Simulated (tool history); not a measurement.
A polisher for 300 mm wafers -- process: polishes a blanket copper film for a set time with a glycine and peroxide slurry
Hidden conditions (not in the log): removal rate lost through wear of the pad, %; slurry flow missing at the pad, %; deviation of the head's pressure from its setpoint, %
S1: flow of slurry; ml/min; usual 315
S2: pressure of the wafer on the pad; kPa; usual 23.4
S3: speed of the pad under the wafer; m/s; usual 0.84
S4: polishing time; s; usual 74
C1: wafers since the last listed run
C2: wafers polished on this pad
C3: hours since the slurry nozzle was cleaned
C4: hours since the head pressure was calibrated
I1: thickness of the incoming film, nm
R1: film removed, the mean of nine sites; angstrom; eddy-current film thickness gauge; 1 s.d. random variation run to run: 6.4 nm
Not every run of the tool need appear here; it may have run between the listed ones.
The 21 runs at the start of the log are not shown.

{"run": 22, "hour": 1584.4, "S1": 315, "S2": 23.4, "S3": 0.84, "S4": 74, "C1": 654, "C2": 5027, "C3": 146.2, "C4": 146, "I1": 1858.2, "R1": 4846}
{"run": 23, "hour": 1626.1, "S1": 375, "S2": 23.4, "S3": 0.96, "S4": 50, "C1": 518, "C2": 5545, "C3": 187.9, "C4": 187.7, "I1": 1873.9, "R1": 3663}
{"run": 24, "hour": 1723.6, "S1": 285, "S2": 20, "S3": 1.02, "S4": 74, "C1": 1211, "C2": 6757, "C3": 285.4, "C4": 285.2, "I1": 1860.5, "R1": 4992}
{"run": 25, "hour": 1766.4, "S1": 380, "S2": 23.4, "S3": 0.84, "S4": 99, "C1": 531, "C2": 7289, "C3": 328.2, "C4": 328, "I1": 1886.4, "R1": 6291}
{"run": 26, "hour": 1831.4, "S1": 410, "S2": 23.4, "S3": 0.6, "S4": 57, "C1": 807, "C2": 8097, "C3": 393.2, "C4": 393, "I1": 1832.1, "R1": 2846}
{"run": 27, "hour": 1938.9, "S1": 315, "S2": 16.5, "S3": 0.84, "S4": 58, "C1": 1336, "C2": 9433, "C3": 500.7, "C4": 500.5, "I1": 1863.7, "R1": 3014}
{"hour": 1958.7, "done": "worn pad replaced by a new one"}
{"run": 28, "hour": 1991.7, "S1": 415, "S2": 23.4, "S3": 0.84, "S4": 74, "C1": 606, "C2": 409, "C3": 553.5, "C4": 553.3, "I1": 1856.6, "R1": 4802}
{"run": 29, "hour": 2091.5, "S1": 215, "S2": 23.4, "S3": 0.84, "S4": 74, "C1": 1240, "C2": 1650, "C3": 653.3, "C4": 653.1, "I1": 1869, "R1": 4518}
{"hour": 2157.6, "done": "slurry nozzle cleaned"}
{"run": 30, "hour": 2174.5, "S1": 285, "S2": 20, "S3": 0.64, "S4": 96, "C1": 1019, "C2": 2669, "C3": 16.9, "C4": 736.1, "I1": 1839.8, "R1": 4532}
{"run": 31, "hour": 2242.4, "S1": 315, "S2": 23.4, "S3": 0.72, "S4": 81, "C1": 843, "C2": 3513, "C3": 84.8, "C4": 804, "I1": 1872.6, "R1": 4706}
{"run": 32, "hour": 2299.0, "S1": 315, "S2": 23.4, "S3": 1.1, "S4": 74, "C1": 703, "C2": 4216, "C3": 141.4, "C4": 860.6, "I1": 1849.3, "R1": 5999}
{"run": 33, "hour": 2392.6, "S1": 315, "S2": 23.4, "S3": 0.84, "S4": 98, "C1": 1163, "C2": 5379, "C3": 235, "C4": 954.2, "I1": 1883.9, "R1": 6452}
{"run": 34, "hour": 2439.3, "S1": 315, "S2": 23.4, "S3": 0.84, "S4": 74, "C1": 580, "C2": 5960, "C3": 281.7, "C4": 1000.9, "I1": 1859.6, "R1": 4829}
{"run": 35, "hour": 2499.2, "S1": 315, "S2": 23.4, "S3": 0.84, "S4": 74, "C1": 744, "C2": 6704, "C3": 341.6, "C4": 1060.8, "I1": 1817.4, "R1": 4929}
{"run": 36, "hour": 2577.0, "S1": 225, "S2": 27.6, "S3": 0.84, "S4": 74, "C1": 966, "C2": 7671, "C3": 419.4, "C4": 1138.6, "I1": 1834.6, "R1": 5357}
{"hour": 2591.4, "done": "worn pad replaced by a new one"}
{"run": 37, "hour": 2674.1, "S1": 315, "S2": 31, "S3": 1.06, "S4": 96, "C1": 1157, "C2": 1027, "C3": 516.5, "C4": 1235.7, "I1": 1870.6, "R1": 9646}

Branching from run 37: 4 alternative next runs. What would each branch give?
{"run": "A", "hour": 2674.5, "S1": 285, "S2": 23.4, "S3": 0.84, "S4": 74, "C1": 4, "C2": 1032, "C3": 516.9, "C4": 1236.1, "I1": 1860.9, "R1": "?"}
{"run": "B", "hour": 2674.5, "S1": 315, "S2": 30.3, "S3": 0.84, "S4": 97, "C1": 4, "C2": 1032, "C3": 516.9, "C4": 1236.1, "I1": 1860.9, "R1": "?"}
{"run": "C", "hour": 2674.5, "S1": 315, "S2": 17.9, "S3": 0.6, "S4": 74, "C1": 4, "C2": 1032, "C3": 516.9, "C4": 1236.1, "I1": 1860.9, "R1": "?"}
{"run": "D", "hour": 2674.5, "S1": 420, "S2": 25.5, "S3": 0.84, "S4": 74, "C1": 4, "C2": 1032, "C3": 516.9, "C4": 1236.1, "I1": 1860.9, "R1": "?"}

run=A R1=4862
run=B R1=7606
run=C R1=3228
run=D R1=5298
With the hidden condition removed and each run's random variation left untouched, the same runs would have given:
run=A R1=4641
run=B R1=7250
run=C R1=3096
run=D R1=5055
